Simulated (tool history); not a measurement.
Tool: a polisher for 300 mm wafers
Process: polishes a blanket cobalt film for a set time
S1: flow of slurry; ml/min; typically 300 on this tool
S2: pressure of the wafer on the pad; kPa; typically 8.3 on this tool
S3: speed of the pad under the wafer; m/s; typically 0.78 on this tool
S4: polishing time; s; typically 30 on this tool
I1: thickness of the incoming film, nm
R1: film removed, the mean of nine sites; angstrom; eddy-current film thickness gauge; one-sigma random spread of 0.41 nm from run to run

{"run": 1, "hour": 0.0, "S1": 300, "S2": 7.6, "S3": 0.78, "S4": 30, "I1": 1537.3, "R1": 544}
{"hour": 25.6, "done": "slurry nozzle cleaned"}
{"run": 2, "hour": 33.9, "S1": 300, "S2": 7.6, "S3": 0.78, "S4": 30, "I1": 1516.3, "R1": 584}
{"run": 3, "hour": 53.6, "S1": 275, "S2": 8.3, "S3": 0.78, "S4": 30, "I1": 1518.6, "R1": 615}
{"hour": 63.1, "done": "worn pad replaced by a new one"}
{"run": 4, "hour": 139.4, "S1": 275, "S2": 8.3, "S3": 0.78, "S4": 30, "I1": 1519.7, "R1": 599}
{"run": 5, "hour": 168.8, "S1": 275, "S2": 8.3, "S3": 0.78, "S4": 30, "I1": 1507.9, "R1": 585}
{"run": 6, "hour": 193.3, "S1": 300, "S2": 8.3, "S3": 0.78, "S4": 30, "I1": 1544.0, "R1": 595}
{"run": 7, "hour": 231.1, "S1": 300, "S2": 8.3, "S3": 0.78, "S4": 30, "I1": 1544.8, "R1": 588}
{"hour": 250.8, "done": "worn pad replaced by a new one, of another model than before"}
{"run": 8, "hour": 265.0, "S1": 300, "S2": 8.3, "S3": 0.66, "S4": 30, "I1": 1514.4, "R1": 545}
{"run": 9, "hour": 277.6, "S1": 300, "S2": 8.3, "S3": 0.66, "S4": 30, "I1": 1513.6, "R1": 548}
{"run": 10, "hour": 298.5, "S1": 300, "S2": 8.3, "S3": 0.66, "S4": 30, "I1": 1519.7, "R1": 542}
{"run": 11, "hour": 325.9, "S1": 300, "S2": 10.3, "S3": 0.56, "S4": 30, "I1": 1489.6, "R1": 612}
{"run": 12, "hour": 340.8, "S1": 300, "S2": 10.3, "S3": 0.56, "S4": 30, "I1": 1504.4, "R1": 616}
{"run": 13, "hour": 360.0, "S1": 300, "S2": 10.3, "S3": 0.56, "S4": 30, "I1": 1510.3, "R1": 613}
{"hour": 397.9, "done": "slurry nozzle cleaned"}
{"run": 14, "hour": 416.7, "S1": 260, "S2": 8.3, "S3": 0.78, "S4": 30, "I1": 1540.5, "R1": 610}
{"run": 15, "hour": 437.1, "S1": 260, "S2": 8.3, "S3": 0.78, "S4": 30, "I1": 1503.9, "R1": 607}
{"run": 16, "hour": 471.0, "S1": 245, "S2": 8.3, "S3": 0.78, "S4": 30, "I1": 1514.8, "R1": 593}
{"hour": 494.1, "done": "worn pad replaced by a new one"}
{"run": 17, "hour": 502.0, "S1": 245, "S2": 8.3, "S3": 0.62, "S4": 24, "I1": 1524.2, "R1": 415}
{"run": 18, "hour": 520.3, "S1": 300, "S2": 8.3, "S3": 0.78, "S4": 35, "I1": 1511.0, "R1": 706}
{"run": 19, "hour": 551.7, "S1": 300, "S2": 8.3, "S3": 0.78, "S4": 37, "I1": 1520.1, "R1": 750}
{"run": 20, "hour": 619.6, "S1": 300, "S2": 9.7, "S3": 0.78, "S4": 30, "I1": 1514.7, "R1": 704}
{"run": 21, "hour": 646.0, "S1": 225, "S2": 8.3, "S3": 0.78, "S4": 38, "I1": 1507.7, "R1": 751}
{"run": 22, "hour": 671.5, "S1": 300, "S2": 8.3, "S3": 0.78, "S4": 30, "I1": 1551.3, "R1": 603}
{"hour": 682.6, "done": "worn pad replaced by a new one"}
{"hour": 693.0, "done": "head pressure recalibrated"}
{"run": 23, "hour": 694.6, "S1": 300, "S2": 8.3, "S3": 0.78, "S4": 27, "I1": 1530.3, "R1": 539}
{"run": 24, "hour": 719.3, "S1": 245, "S2": 6.9, "S3": 0.64, "S4": 30, "I1": 1542.7, "R1": 440}
{"run": 25, "hour": 733.4, "S1": 300, "S2": 6.2, "S3": 0.78, "S4": 30, "I1": 1527.5, "R1": 448}
{"hour": 754.6, "done": "slurry nozzle cleaned"}
{"run": 26, "hour": 829.3, "S1": 300, "S2": 8.3, "S3": 0.78, "S4": 26, "I1": 1518.0, "R1": 530}
{"run": 27, "hour": 858.1, "S1": 230, "S2": 9.7, "S3": 0.78, "S4": 22, "I1": 1544.1, "R1": 510}
{"run": 28, "hour": 890.5, "S1": 300, "S2": 8.3, "S3": 0.78, "S4": 30, "I1": 1552.6, "R1": 609}
{"run": 29, "hour": 908.6, "S1": 365, "S2": 10.3, "S3": 0.78, "S4": 36, "I1": 1523.3, "R1": 922}
{"hour": 929.1, "done": "worn pad replaced by a new one"}
{"run": 30, "hour": 929.4, "S1": 345, "S2": 8.3, "S3": 0.68, "S4": 23, "I1": 1524.6, "R1": 426}
{"run": 31, "hour": 955.3, "S1": 300, "S2": 8.3, "S3": 0.78, "S4": 30, "I1": 1495.7, "R1": 610}

Below are 3 alternative next runs, each starting from the tool's condition after run 31. Predict each:
{"run": "A", "hour": 955.7, "S1": 300, "S2": 8.3, "S3": 0.78, "S4": 34, "I1": 1519.6, "R1": "?"}
{"run": "B", "hour": 955.7, "S1": 300, "S2": 8.3, "S3": 0.54, "S4": 30, "I1": 1519.6, "R1": "?"}
{"run": "C", "hour": 955.7, "S1": 300, "S2": 5.5, "S3": 0.78, "S4": 30, "I1": 1519.6, "R1": "?"}

run=A R1=686
run=B R1=479
run=C R1=404
With the hidden condition removed and each run's random variation left untouched, the same runs would have given:
run=A R1=699
run=B R1=488
run=C R1=411

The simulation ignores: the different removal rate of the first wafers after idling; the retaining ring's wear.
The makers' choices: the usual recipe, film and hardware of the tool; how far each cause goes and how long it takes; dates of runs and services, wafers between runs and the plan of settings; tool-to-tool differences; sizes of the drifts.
